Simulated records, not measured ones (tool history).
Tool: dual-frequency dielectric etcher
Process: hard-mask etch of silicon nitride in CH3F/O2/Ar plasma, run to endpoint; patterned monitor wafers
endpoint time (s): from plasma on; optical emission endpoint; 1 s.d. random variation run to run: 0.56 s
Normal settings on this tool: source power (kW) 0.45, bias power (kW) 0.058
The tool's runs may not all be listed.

run	hour	source power (kW)	bias power (kW)	incoming incoming film thickness, nm	endpoint time (s)
1	0	0.45	0.051	52.9	83.4
2	13	0.45	0.055	52.4	79.6
3	20.4	0.45	0.058	53	79.2
4	30.5	0.45	0.058	53	79.6
5	47.7	0.4	0.067	52.9	77.8
6	65.4	0.4	0.067	52.5	77.5
7	78.6	0.4	0.067	52.7	78.3
8	95.8	0.45	0.063	52.5	75.5
# hour 101.3: source power generator calibrated
# hour 127.9: upper electrode replaced
9	128.4	0.45	0.063	52.2	75.9
10	128.8	0.45	0.052	52.9	81.8
11	129.4	0.45	0.052	52.6	82.4
12	142.3	0.39	0.064	52.6	80.2
13	159.4	0.39	0.064	52.2	79.7
14	177.3	0.39	0.064	52.7	80.4
15	194.6	0.43	0.058	52.7	80.6
16	201.2	0.45	0.058	52.2	78.6
17	212.7	0.4	0.067	52.9	78.2
# hour 258.6: wet clean of the chamber
18	259.1	0.49	0.058	52.1	75.6
19	259.4	0.41	0.047	52.8	88.3
20	272.7	0.45	0.058	52.9	79.5
21	283.6	0.36	0.069	52.4	79.1
22	292	0.45	0.058	52.3	78.2
23	298.4	0.41	0.065	52.2	76.8
24	315.3	0.45	0.047	52.9	85.9
25	326.8	0.39	0.064	52.7	80.2
# hour 334.1: bias power generator calibrated
26	340.2	0.4	0.062	52.6	80.9
27	357.8	0.49	0.046	52.6	83.9
28	375.4	0.54	0.067	52.5	69
29	388.5	0.45	0.05	52.8	83.6
30	399.7	0.48	0.053	52.9	80.2
31	413.3	0.5	0.046	52.7	82.1
32	426.4	0.39	0.064	52.6	79.9
33	440.8	0.39	0.064	52.3	78.9
34	452.8	0.49	0.05	52.3	79.6
35	466.1	0.5	0.045	52.5	82.8
36	480.3	0.45	0.058	52.3	77.7
37	495.3	0.54	0.053	52.6	75.8

Each row is a separate what-if for the run after 37, all from the same tool condition, not one after another. Results?
A	495.7	0.53	0.058	52.3	?
B	495.7	0.37	0.062	52.3	?
C	495.7	0.51	0.046	52.3	?

run	endpoint time (s)
A	73.8
B	82.5
C	81.9
With no hidden state in the tool, these same runs would have given:
run	endpoint time (s)
A	73.8
B	82.5
C	81.9

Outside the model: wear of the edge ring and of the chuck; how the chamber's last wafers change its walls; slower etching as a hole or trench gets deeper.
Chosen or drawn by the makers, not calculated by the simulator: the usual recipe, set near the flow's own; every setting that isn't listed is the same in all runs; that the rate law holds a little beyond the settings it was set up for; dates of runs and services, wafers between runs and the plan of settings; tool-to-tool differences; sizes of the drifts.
